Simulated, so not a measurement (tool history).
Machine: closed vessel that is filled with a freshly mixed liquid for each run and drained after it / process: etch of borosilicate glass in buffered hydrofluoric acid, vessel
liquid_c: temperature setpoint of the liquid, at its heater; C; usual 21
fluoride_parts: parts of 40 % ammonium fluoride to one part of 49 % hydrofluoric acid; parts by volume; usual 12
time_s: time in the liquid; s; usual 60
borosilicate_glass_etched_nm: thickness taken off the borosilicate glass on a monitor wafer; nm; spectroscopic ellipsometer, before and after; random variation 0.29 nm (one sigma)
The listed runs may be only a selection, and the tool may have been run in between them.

| run | hour | liquid_c | fluoride_parts | time_s | wafers since the last listed run | hours since the thermometer was replaced | hours since the hydrofluoric acid flow meter was replaced | hours since the gauge calibration | read-back film thickness of the borosilicate glass reference wafer, read on the same gauge (nm) | borosilicate_glass_etched_nm |
|---|---|---|---|---|---|---|---|---|---|---|
| 1 | 0 | 23.5 | 12 | 60 | 0 | 974 | 830.2 | 73.2 | 130.02 | 56.09 |
| 2 | 7.5 | 23.5 | 12 | 60 | 943 | 981.5 | 837.7 | 80.7 | 129.99 | 56.2 |
| 3 | 18.4 | 21 | 12 | 60 | 1370 | 992.4 | 848.6 | 91.6 | 130.03 | 49.31 |
| 4 | 33.7 | 21 | 12 | 60 | 1924 | 1007.7 | 863.9 | 106.9 | 130.01 | 48.81 |
| 5 | 42.8 | 21 | 12 | 60 | 1144 | 1016.8 | 873 | 116 | 130.01 | 48.98 |
| 6 | 54 | 21 | 12 | 85 | 1408 | 1028 | 884.2 | 127.2 | 130.01 | 69.66 |
| 7 | 70.3 | 21 | 12 | 85 | 2050 | 1044.3 | 900.5 | 143.5 | 129.98 | 68.56 |
|  | 76.4 | hydrofluoric acid flow meter replaced |
| 8 | 87.8 | 21 | 12 | 85 | 2075 | 1061.8 | 11.4 | 161 | 129.98 | 68.6 |
|  | 93.6 | thermometer replaced |
| 9 | 102.6 | 17.5 | 12 | 60 | 1735 | 9 | 26.2 | 175.8 | 129.99 | 45.39 |
| 10 | 111 | 21 | 9 | 60 | 1056 | 17.4 | 34.6 | 184.2 | 130 | 71.53 |
| 11 | 121.1 | 25 | 10 | 85 | 1270 | 27.5 | 44.7 | 194.3 | 129.98 | 116.6 |
| 12 | 134.3 | 24.5 | 12 | 50 | 1660 | 40.7 | 57.9 | 207.5 | 130.01 | 55.77 |

Predict the results of run 13:
| 13 | 140.7 | 18 | 17 | 80 | 804 | 47.1 | 64.3 | 213.9 | ? | ? |

{"run 13": {"read-back film thickness of the borosilicate glass reference wafer, read on the same gauge (nm)": 129.98, "borosilicate_glass_etched_nm": 44.48}}
The same run, on a tool lacking any hidden state, would have yielded borosilicate_glass_etched_nm 45 nm.
